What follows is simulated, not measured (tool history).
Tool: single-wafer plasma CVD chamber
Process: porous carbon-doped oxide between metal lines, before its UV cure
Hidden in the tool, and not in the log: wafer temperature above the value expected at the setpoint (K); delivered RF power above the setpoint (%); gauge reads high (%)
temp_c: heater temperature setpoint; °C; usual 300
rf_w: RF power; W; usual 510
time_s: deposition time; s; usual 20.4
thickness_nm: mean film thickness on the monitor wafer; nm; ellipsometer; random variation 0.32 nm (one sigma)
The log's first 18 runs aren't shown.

run,hour,temp_c,rf_w,time_s,wafers since the last listed run,hours since the last thermocouple change,hours since the last RF generator calibration,hours since the showerhead was replaced,hours since the gauge calibration,"read-back reference wafer on the same gauge, thickness_nm",thickness_nm
19,881.8,287,420,24.4,814,3257.1,197.8,3994.7,1121.1,124.307,115.858
# hour 898.7: thermocouple changed; heater temperature recalibrated
20,905.9,300,510,16.9,198,7.2,221.9,4018.8,1145.2,124.383,94.989
21,947.1,311,510,20.4,506,48.4,263.1,4060.0,1186.4,124.411,107.455
22,978.3,300,510,19.0,383,79.6,294.3,4091.2,1217.6,124.528,106.654
23,1023.1,300,440,16.5,551,124.4,339.1,4136.0,1262.4,124.660,79.471
24,1078.4,300,510,20.4,680,179.7,394.4,4191.3,1317.7,124.746,114.321
25,1112.1,312,460,17.5,414,213.4,428.1,4225.0,1351.4,124.876,83.539
# hour 1175.1: gauge calibrated
26,1183.5,293,445,20.4,878,284.8,499.5,4296.4,8.4,121.519,99.658
# hour 1273.1: showerhead replaced
27,1336.2,300,510,20.4,1779,437.5,652.2,63.1,161.1,121.911,111.375
28,1380.2,305,440,20.4,541,481.5,696.2,107.1,205.1,122.001,92.353
29,1429.7,315,455,24.3,608,531.0,745.7,156.6,254.6,122.076,109.050
30,1626.6,300,590,17.0,2421,727.9,942.6,353.5,451.5,122.652,108.150
31,1652.4,300,510,20.4,317,753.7,968.4,379.3,477.3,122.588,112.392
32,1718.9,300,510,20.4,817,820.2,1034.9,445.8,543.8,122.902,112.566
33,1775.8,300,410,24.2,699,877.1,1091.8,502.7,600.7,122.884,103.426
# hour 1808.5: RF generator calibrated
34,1837.2,300,605,20.4,656,938.5,28.7,564.1,662.1,122.997,131.820

3 ways to go on from here, each from the tool as it stands after run 34. What would each give?
A,1837.6,295,510,20.4,4,938.9,29.1,564.5,662.5,?,?
B,1837.6,286,460,22.1,4,938.9,29.1,564.5,662.5,?,?
C,1837.6,312,475,22.1,4,938.9,29.1,564.5,662.5,?,?

run,"read-back reference wafer on the same gauge, thickness_nm",thickness_nm
A,123.010,114.964
B,123.010,116.934
C,123.010,106.412
Without the tool's hidden state the same runs would have given:
run,thickness_nm
A,113.977
B,115.930
C,105.498

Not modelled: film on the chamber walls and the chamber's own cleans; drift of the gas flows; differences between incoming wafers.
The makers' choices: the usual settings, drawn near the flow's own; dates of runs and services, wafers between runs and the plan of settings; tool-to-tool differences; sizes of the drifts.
